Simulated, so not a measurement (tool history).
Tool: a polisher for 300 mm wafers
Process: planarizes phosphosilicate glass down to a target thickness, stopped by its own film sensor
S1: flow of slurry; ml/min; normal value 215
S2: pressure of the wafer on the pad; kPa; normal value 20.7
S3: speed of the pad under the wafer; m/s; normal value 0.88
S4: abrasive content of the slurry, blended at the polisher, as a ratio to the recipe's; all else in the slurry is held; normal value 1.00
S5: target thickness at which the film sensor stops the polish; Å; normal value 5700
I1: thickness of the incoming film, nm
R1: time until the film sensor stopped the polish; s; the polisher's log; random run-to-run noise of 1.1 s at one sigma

run 1 hour=0.0 | S1=170 S2=20.7 S3=0.88 S4=1.00 S5=5700 | I1=987.7 | R1=73.0
-- hour=26.0 worn pad replaced by a new one
-- hour=30.6 head pressure recalibrated
run 2 hour=89.2 | S1=170 S2=20.7 S3=0.88 S4=1.00 S5=5700 | I1=978.7 | R1=74.8
-- hour=169.9 conditioning disc replaced and pad reconditioned
-- hour=172.6 slurry nozzle cleaned
run 3 hour=183.3 | S1=215 S2=20.7 S3=0.98 S4=1.00 S5=5700 | I1=1002.7 | R1=74.5
run 4 hour=289.7 | S1=215 S2=20.7 S3=0.98 S4=1.00 S5=5700 | I1=1000.0 | R1=72.9
-- hour=309.8 worn pad replaced by a new one
-- hour=336.8 slurry blender recalibrated
run 5 hour=348.2 | S1=215 S2=20.7 S3=0.88 S4=1.15 S5=5700 | I1=983.3 | R1=66.3
run 6 hour=443.2 | S1=215 S2=20.7 S3=0.74 S4=0.80 S5=5700 | I1=982.4 | R1=97.3
-- hour=486.9 conditioning disc replaced and pad reconditioned
run 7 hour=541.8 | S1=215 S2=17.9 S3=0.88 S4=1.00 S5=5700 | I1=984.1 | R1=89.1
-- hour=585.5 worn pad replaced by a new one
-- hour=758.2 conditioning disc replaced and pad reconditioned
-- hour=776.3 slurry blender recalibrated
-- hour=793.0 slurry nozzle cleaned
run 8 hour=803.5 | S1=215 S2=20.7 S3=0.88 S4=1.00 S5=5700 | I1=985.2 | R1=71.5
-- hour=825.3 worn pad replaced by a new one
run 9 hour=877.9 | S1=215 S2=20.7 S3=1.18 S4=1.00 S5=6630 | I1=979.4 | R1=45.6
run 10 hour=934.3 | S1=185 S2=20.7 S3=0.88 S4=1.00 S5=7050 | I1=975.3 | R1=50.6

For run 11, what comes out?
-- hour=974.2 head pressure recalibrated
run 11 hour=1010.5 | S1=215 S2=20.7 S3=0.88 S4=1.00 S5=5700 | I1=968.7 | R1=?

Run 11 produced R1 73.7 s.
Minus the tool's unlogged condition, the same run would have read R1 65.5 s.
